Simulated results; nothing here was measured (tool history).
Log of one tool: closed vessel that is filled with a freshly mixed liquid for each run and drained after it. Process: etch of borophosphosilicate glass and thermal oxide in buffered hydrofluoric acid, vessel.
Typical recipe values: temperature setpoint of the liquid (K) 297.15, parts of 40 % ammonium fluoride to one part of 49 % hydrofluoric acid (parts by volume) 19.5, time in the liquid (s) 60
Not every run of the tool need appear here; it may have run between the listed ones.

run,day,temperature setpoint of the liquid (K),parts of 40 % ammonium fluoride to one part of 49 % hydrofluoric acid (parts by volume),time in the liquid (s),"read-back film thickness of the borophosphosilicate glass reference wafer, read on the same gauge (nm)","read-back film thickness of the thermal oxide reference wafer, read on the same gauge (nm)",thickness taken off the borophosphosilicate glass on a monitor wafer (Å),thickness taken off the thermal oxide on a monitor wafer (Å)
1,0.000,297.15,19.5,70,139.98,50.01,428.6,406.2
2,0.658,297.15,19.5,70,139.97,50.00,429.7,399.7
3,1.467,297.15,19.5,60,140.03,49.97,359.7,343.1
4,2.417,297.15,19.5,60,139.99,50.01,365.0,345.1
5,3.233,297.15,19.5,60,139.99,49.98,361.1,343.6
6,4.358,297.15,19.5,60,139.99,49.99,361.9,341.6
7,4.971,297.15,19.5,60,139.99,50.00,363.9,344.2
8,6.388,297.15,19.5,60,139.97,50.01,366.3,341.7
9,9.467,297.15,19.5,60,140.04,49.99,358.7,339.7
# day 10.338: hydrofluoric acid flow meter replaced
10,10.388,297.15,23.0,50,140.01,49.99,265.4,248.3
11,11.438,297.15,23.0,50,140.01,50.00,262.3,249.6
12,11.979,297.15,22.5,60,140.02,50.01,323.2,301.9
13,12.975,297.15,15.0,40,140.02,49.98,307.2,289.2
14,14.338,295.65,19.5,35,140.00,50.01,188.6,180.4
15,14.971,299.65,14.0,80,140.01,50.02,746.4,707.9
16,15.771,299.65,14.0,80,139.99,49.97,749.3,710.7
17,16.317,297.15,19.5,60,139.99,50.03,354.3,334.7
# day 16.612: thermometer replaced
# day 18.288: gauge calibrated
18,18.304,297.15,16.0,90,140.01,49.98,691.2,649.0
19,19.662,300.65,19.5,75,140.01,50.02,569.8,539.1
20,21.950,292.65,12.5,45,140.01,50.01,345.3,322.6
21,22.629,297.15,25.0,60,139.98,50.01,312.5,297.6
22,23.646,299.65,15.5,75,140.00,50.00,674.3,641.7
23,25.008,299.65,23.0,95,139.98,50.01,599.2,572.6
24,25.533,297.15,19.5,60,140.00,50.01,377.0,353.4

Subtracting, for every run, the result it would have given without the tool's unlogged condition from the measured result gives the following. The same run-to-run variation enters both numbers; the gauge's scatter may not:
Hidden state present: liquid colder than its thermometer reads (K); hydrofluoric acid flow above the setpoint (%); gauge reads high (%).
run,thickness taken off the borophosphosilicate glass on a monitor wafer (Å),thickness taken off the thermal oxide on a monitor wafer (Å)
1,-24.9,-23.8
2,-25.8,-24.2
3,-22.2,-21.4
4,-23.1,-22.1
5,-23.7,-22.8
6,-24.6,-23.5
7,-25.2,-24.1
8,-26.6,-25.1
9,-28.6,-27.3
10,-21.7,-20.5
11,-22.1,-21.2
12,-27.5,-26.0
13,-26.8,-25.5
14,-17.2,-16.7
15,-67.6,-64.7
16,-69.2,-66.3
17,-33.7,-32.2
18,-12.5,-11.9
19,-11.7,-11.1
20,-9.2,-8.7
21,-8.6,-8.3
22,-19.7,-18.9
23,-19.3,-18.5
24,-12.7,-12.0
